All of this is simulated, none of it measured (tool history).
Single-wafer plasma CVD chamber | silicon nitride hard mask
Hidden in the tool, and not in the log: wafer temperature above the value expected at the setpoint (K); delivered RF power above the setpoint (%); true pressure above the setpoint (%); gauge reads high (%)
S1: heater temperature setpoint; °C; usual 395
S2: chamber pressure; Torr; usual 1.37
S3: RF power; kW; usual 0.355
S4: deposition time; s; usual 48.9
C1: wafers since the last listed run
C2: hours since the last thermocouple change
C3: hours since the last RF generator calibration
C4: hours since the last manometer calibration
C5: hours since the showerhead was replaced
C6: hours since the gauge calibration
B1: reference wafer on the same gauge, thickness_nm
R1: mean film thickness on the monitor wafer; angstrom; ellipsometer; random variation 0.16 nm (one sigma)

| run | hour | S1 | S2 | S3 | S4 | C1 | C2 | C3 | C4 | C5 | C6 | B1 | R1 |
|---|---|---|---|---|---|---|---|---|---|---|---|---|---|
| 1 | 0.0 | 395 | 1.37 | 0.355 | 48.9 | 0 | 1729.6 | 1269.3 | 1347.8 | 2620.5 | 300.4 | 63.017 | 577.34 |
| 2 | 22.5 | 395 | 1.60 | 0.310 | 48.9 | 249 | 1752.1 | 1291.8 | 1370.3 | 2643.0 | 322.9 | 63.077 | 548.44 |
| 3 | 98.4 | 395 | 1.37 | 0.315 | 48.9 | 841 | 1828.0 | 1367.7 | 1446.2 | 2718.9 | 398.8 | 63.250 | 530.13 |
|  | 120.5 | showerhead replaced |
| 4 | 131.7 | 395 | 1.37 | 0.355 | 48.9 | 280 | 1861.3 | 1401.0 | 1479.5 | 11.2 | 432.1 | 63.285 | 578.88 |
| 5 | 149.9 | 395 | 1.37 | 0.355 | 48.9 | 201 | 1879.5 | 1419.2 | 1497.7 | 29.4 | 450.3 | 63.336 | 576.15 |
| 6 | 175.7 | 395 | 1.37 | 0.355 | 48.9 | 286 | 1905.3 | 1445.0 | 1523.5 | 55.2 | 476.1 | 63.414 | 578.57 |
| 7 | 207.4 | 395 | 1.37 | 0.355 | 48.9 | 351 | 1937.0 | 1476.7 | 1555.2 | 86.9 | 507.8 | 63.514 | 580.27 |
| 8 | 229.7 | 395 | 1.37 | 0.355 | 48.9 | 247 | 1959.3 | 1499.0 | 1577.5 | 109.2 | 530.1 | 63.619 | 582.39 |
| 9 | 302.8 | 395 | 1.37 | 0.355 | 48.9 | 810 | 2032.4 | 1572.1 | 1650.6 | 182.3 | 603.2 | 63.823 | 584.37 |
| 10 | 331.4 | 395 | 1.37 | 0.400 | 48.9 | 317 | 2061.0 | 1600.7 | 1679.2 | 210.9 | 631.8 | 63.920 | 635.16 |
|  | 355.0 | RF generator calibrated |
| 11 | 365.9 | 386 | 1.37 | 0.355 | 48.9 | 293 | 2095.5 | 10.9 | 1713.7 | 245.4 | 666.3 | 64.027 | 587.17 |
|  | 382.2 | capacitance manometer re-zeroed and calibrated |
| 12 | 398.8 | 395 | 1.37 | 0.355 | 48.9 | 276 | 2128.4 | 43.8 | 16.6 | 278.3 | 699.2 | 64.187 | 586.75 |
| 13 | 415.9 | 395 | 1.37 | 0.355 | 55.6 | 189 | 2145.5 | 60.9 | 33.7 | 295.4 | 716.3 | 64.217 | 667.47 |
| 14 | 437.9 | 407 | 1.16 | 0.355 | 48.9 | 244 | 2167.5 | 82.9 | 55.7 | 317.4 | 738.3 | 64.345 | 553.66 |
| 15 | 461.8 | 400 | 1.37 | 0.405 | 48.9 | 265 | 2191.4 | 106.8 | 79.6 | 341.3 | 762.2 | 64.365 | 642.48 |
|  | 473.3 | gauge calibrated |
| 16 | 480.0 | 395 | 1.37 | 0.355 | 48.9 | 201 | 2209.6 | 125.0 | 97.8 | 359.5 | 6.7 | 62.581 | 570.52 |
| 17 | 503.0 | 395 | 1.66 | 0.355 | 48.9 | 255 | 2232.6 | 148.0 | 120.8 | 382.5 | 29.7 | 62.661 | 607.09 |
| 18 | 526.3 | 395 | 1.37 | 0.355 | 48.9 | 258 | 2255.9 | 171.3 | 144.1 | 405.8 | 53.0 | 62.590 | 572.79 |
| 19 | 553.5 | 395 | 1.37 | 0.355 | 48.9 | 301 | 2283.1 | 198.5 | 171.3 | 433.0 | 80.2 | 62.600 | 573.52 |
|  | 579.5 | thermocouple changed; heater temperature recalibrated |
| 20 | 621.1 | 405 | 1.37 | 0.285 | 53.0 | 661 | 41.6 | 266.1 | 238.9 | 500.6 | 147.8 | 62.637 | 524.88 |
| 21 | 654.5 | 395 | 1.37 | 0.400 | 48.9 | 370 | 75.0 | 299.5 | 272.3 | 534.0 | 181.2 | 62.695 | 619.95 |
| 22 | 666.5 | 395 | 1.37 | 0.355 | 48.9 | 133 | 87.0 | 311.5 | 284.3 | 546.0 | 193.2 | 62.715 | 571.76 |
| 23 | 682.1 | 400 | 1.06 | 0.355 | 48.9 | 173 | 102.6 | 327.1 | 299.9 | 561.6 | 208.8 | 62.742 | 524.10 |
| 24 | 697.5 | 395 | 1.37 | 0.355 | 48.9 | 170 | 118.0 | 342.5 | 315.3 | 577.0 | 224.2 | 62.782 | 573.94 |
| 25 | 733.5 | 395 | 1.37 | 0.400 | 48.9 | 399 | 154.0 | 378.5 | 351.3 | 613.0 | 260.2 | 62.743 | 624.46 |
| 26 | 760.0 | 385 | 1.37 | 0.325 | 48.9 | 293 | 180.5 | 405.0 | 377.8 | 639.5 | 286.7 | 62.810 | 540.21 |
| 27 | 784.9 | 382 | 1.37 | 0.355 | 48.9 | 276 | 205.4 | 429.9 | 402.7 | 664.4 | 311.6 | 62.889 | 577.33 |
| 28 | 815.4 | 395 | 1.37 | 0.355 | 56.2 | 338 | 235.9 | 460.4 | 433.2 | 694.9 | 342.1 | 62.918 | 659.27 |
| 29 | 834.1 | 395 | 1.37 | 0.290 | 48.9 | 207 | 254.6 | 479.1 | 451.9 | 713.6 | 360.8 | 62.993 | 494.49 |

The same runs without the tool's hidden state, with the same run-to-run variation:
| run | R1 |
|---|---|
| 1 | 573.24 |
| 2 | 544.20 |
| 3 | 524.73 |
| 4 | 572.28 |
| 5 | 569.17 |
| 6 | 570.94 |
| 7 | 571.82 |
| 8 | 573.32 |
| 9 | 573.14 |
| 10 | 621.98 |
| 11 | 573.84 |
| 12 | 572.29 |
| 13 | 650.32 |
| 14 | 538.67 |
| 15 | 624.10 |
| 16 | 570.56 |
| 17 | 607.11 |
| 18 | 572.76 |
| 19 | 573.40 |
| 20 | 524.40 |
| 21 | 619.07 |
| 22 | 570.84 |
| 23 | 523.10 |
| 24 | 572.67 |
| 25 | 622.59 |
| 26 | 538.24 |
| 27 | 574.83 |
| 28 | 655.83 |
| 29 | 491.62 |
